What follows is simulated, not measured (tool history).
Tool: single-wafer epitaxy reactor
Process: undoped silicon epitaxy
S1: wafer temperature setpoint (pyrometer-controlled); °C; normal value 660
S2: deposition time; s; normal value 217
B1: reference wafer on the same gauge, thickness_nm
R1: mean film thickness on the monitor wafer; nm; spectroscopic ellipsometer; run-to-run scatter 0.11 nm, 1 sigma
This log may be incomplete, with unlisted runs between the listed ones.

run	day	S1	S2	B1	R1
1	0.000	660	217	47.405	45.862
2	1.771	660	217	47.386	45.985
3	5.483	660	217	47.362	46.032
4	9.367	660	217	47.414	46.094
5	12.800	660	217	47.368	46.390
6	15.617	660	217	47.448	46.319
7	19.150	660	192	47.375	41.022
8	21.796	660	192	47.418	40.849
9	26.262	660	232	47.381	49.555
10	30.742	660	232	47.401	49.708
11	34.492	660	217	47.470	46.526
12	36.746	660	217	47.416	46.514
13	38.562	660	217	47.424	46.491
14	41.346	660	217	47.392	46.749
15	43.946	660	217	47.381	46.643
16	45.904	660	217	47.410	46.878
# day 47.721: pyrometer calibrated
17	49.333	660	217	47.355	45.435
18	54.608	660	217	47.383	45.541
# day 55.212: gauge calibrated
19	56.821	660	217	47.386	45.349
20	60.642	660	232	47.398	48.492
21	63.792	645	202	47.338	31.326
22	67.267	660	217	47.406	45.552
23	71.183	664	189	47.349	42.972
24	75.121	651	181	47.398	31.684
25	78.475	665	257	47.399	59.436
26	82.138	660	198	47.364	41.706
27	85.517	656	237	47.390	46.003
28	89.083	650	230	47.406	39.507
29	92.908	671	252	47.397	65.773
30	104.371	660	192	47.431	40.358
31	107.192	656	251	47.386	48.928
32	109.871	660	217	47.398	45.589
33	112.917	670	217	47.377	55.684
34	115.188	651	199	47.419	35.234
35	116.750	645	192	47.386	30.032
36	121.217	666	254	47.397	60.488
37	124.396	653	254	47.372	46.708
38	127.808	654	217	47.449	40.736

Predict each of these 4 candidate next runs independently; none follows another, all start after run 38:
A	127.829	660	217	?	?
B	127.829	675	260	?	?
C	127.829	660	237	?	?
D	127.829	650	197	?	?

run	B1	R1
A	47.369	46.002
B	47.369	73.882
C	47.369	50.242
D	47.369	34.183
Without the tool's unlogged condition, the same runs would have read:
run	R1
A	45.515
B	73.123
C	49.710
D	33.814

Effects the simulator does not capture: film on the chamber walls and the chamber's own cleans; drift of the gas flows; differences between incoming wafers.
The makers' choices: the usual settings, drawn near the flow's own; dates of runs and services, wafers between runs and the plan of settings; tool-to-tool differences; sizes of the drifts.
